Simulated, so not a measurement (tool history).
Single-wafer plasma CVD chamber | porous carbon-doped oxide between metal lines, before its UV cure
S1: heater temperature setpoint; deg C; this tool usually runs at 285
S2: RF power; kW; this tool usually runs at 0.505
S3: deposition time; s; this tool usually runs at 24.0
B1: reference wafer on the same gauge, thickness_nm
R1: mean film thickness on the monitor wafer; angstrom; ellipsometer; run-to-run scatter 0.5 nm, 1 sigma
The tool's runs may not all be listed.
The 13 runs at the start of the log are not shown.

Run 14, day 13.271: usual settings; B1 146.712. Result: R1 1358.78 angstrom.
Run 15, day 14.092: usual settings; B1 146.862. Result: R1 1363.16 angstrom.
Run 16, day 14.883: usual settings but S1 274 deg C; B1 146.908. Result: R1 1472.90 angstrom.
At day 15.733: showerhead replaced, of another model than before.
Run 17, day 15.754: usual settings but S2 0.425 kW; B1 147.038. Result: R1 1298.22 angstrom.
Run 18, day 16.854: usual settings but S1 273 deg C, S2 0.570 kW, S3 21.7 s; B1 147.088. Result: R1 1407.30 angstrom.
Run 19, day 17.896: usual settings but S1 297 deg C; B1 147.068. Result: R1 1254.51 angstrom.
Run 20, day 18.550: usual settings but S3 22.4 s; B1 146.994. Result: R1 1276.26 angstrom.
At day 19.012: gauge calibrated.
Run 21, day 19.488: usual settings but S2 0.570 kW; B1 147.043. Result: R1 1423.85 angstrom.
Run 22, day 22.450: usual settings; B1 147.256. Result: R1 1357.51 angstrom.
Run 23, day 23.438: usual settings but S1 280 deg C, S3 26.0 s; B1 146.989. Result: R1 1524.59 angstrom.
Run 24, day 24.767: usual settings but S3 26.7 s; B1 146.927. Result: R1 1515.08 angstrom.
Run 25, day 25.883: usual settings but S1 294 deg C, S2 0.600 kW, S3 21.2 s; B1 146.852. Result: R1 1197.07 angstrom.
Run 26, day 26.700: usual settings but S3 21.0 s; B1 146.918. Result: R1 1198.93 angstrom.
Run 27, day 27.538: usual settings but S1 270 deg C, S2 0.605 kW, S3 28.1 s; B1 146.949. Result: R1 1879.85 angstrom.
Run 28, day 28.396: usual settings; B1 146.853. Result: R1 1353.28 angstrom.
Run 29, day 29.154: usual settings but S1 276 deg C, S2 0.425 kW, S3 25.7 s; B1 147.174. Result: R1 1475.31 angstrom.
Run 30, day 30.138: usual settings but S1 291 deg C, S2 0.540 kW, S3 25.3 s; B1 146.970. Result: R1 1406.21 angstrom.
Run 31, day 30.808: usual settings but S2 0.435 kW, S3 25.6 s; B1 146.860. Result: R1 1381.99 angstrom.
Run 32, day 31.538: usual settings but S1 292 deg C, S2 0.465 kW, S3 22.0 s; B1 147.092. Result: R1 1162.82 angstrom.
Run 33, day 32.458: usual settings but S1 276 deg C, S2 0.420 kW, S3 22.5 s; B1 147.076. Result: R1 1280.51 angstrom.
Run 34, day 33.483: usual settings but S1 277 deg C, S3 26.6 s; B1 146.880. Result: R1 1580.27 angstrom.

4 ways to go on from here, each from the tool as it stands after run 34. What would each give?
Run A, day 33.500: usual settings but S2 0.585 kW; B1 ?. Result: R1 ?.
Run B, day 33.500: usual settings but S3 25.9 s; B1 ?. Result: R1 ?.
Run C, day 33.500: usual settings but S2 0.420 kW, S3 21.7 s; B1 ?. Result: R1 ?.
Run D, day 33.500: usual settings but S3 22.7 s; B1 ?. Result: R1 ?.

run       B1       R1
  A  147.053  1413.73
  B  147.053  1448.56
  C  147.053  1152.52
  D  147.053  1275.14
With no hidden state in the tool, these same runs would have given:
run       R1
  A  1429.41
  B  1464.73
  C  1165.51
  D  1289.37
